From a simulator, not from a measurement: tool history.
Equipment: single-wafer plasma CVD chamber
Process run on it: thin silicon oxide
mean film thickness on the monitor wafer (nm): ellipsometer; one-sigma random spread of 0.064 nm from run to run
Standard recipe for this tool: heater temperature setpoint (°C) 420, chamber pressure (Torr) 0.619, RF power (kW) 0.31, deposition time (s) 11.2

| run | hour | heater temperature setpoint (°C) | chamber pressure (Torr) | RF power (kW) | deposition time (s) | read-back reference wafer on the same gauge, thickness_nm | mean film thickness on the monitor wafer (nm) |
|---|---|---|---|---|---|---|---|
| 1 | 0 | 420 | 0.619 | 0.31 | 11.2 | 16.394 | 14.726 |
| 2 | 31.6 | 420 | 0.619 | 0.31 | 11.2 | 16.383 | 14.693 |
| 3 | 81.8 | 420 | 0.619 | 0.27 | 11.2 | 16.393 | 13.869 |
| 4 | 116.5 | 426 | 0.619 | 0.31 | 11.2 | 16.418 | 14.585 |
| 5 | 157.9 | 426 | 0.619 | 0.31 | 11.2 | 16.42 | 14.639 |
| 6 | 212.8 | 426 | 0.619 | 0.31 | 11.2 | 16.383 | 14.6 |
|  | 233 | thermocouple changed; heater temperature recalibrated |
|  | 253 | gauge calibrated |
| 7 | 264.7 | 420 | 0.619 | 0.31 | 10 | 16.389 | 13.031 |
| 8 | 319.3 | 416 | 0.619 | 0.365 | 10.3 | 16.423 | 14.497 |

The next listed run, before its measurement:
| 9 | 363.2 | 420 | 0.619 | 0.31 | 11.2 | ? | ? |

{"run 9": {"read-back reference wafer on the same gauge, thickness_nm": 16.365, "mean film thickness on the monitor wafer (nm)": 14.618}}
Minus the tool's unlogged condition, the same run would have read mean film thickness on the monitor wafer (nm) 15.171.
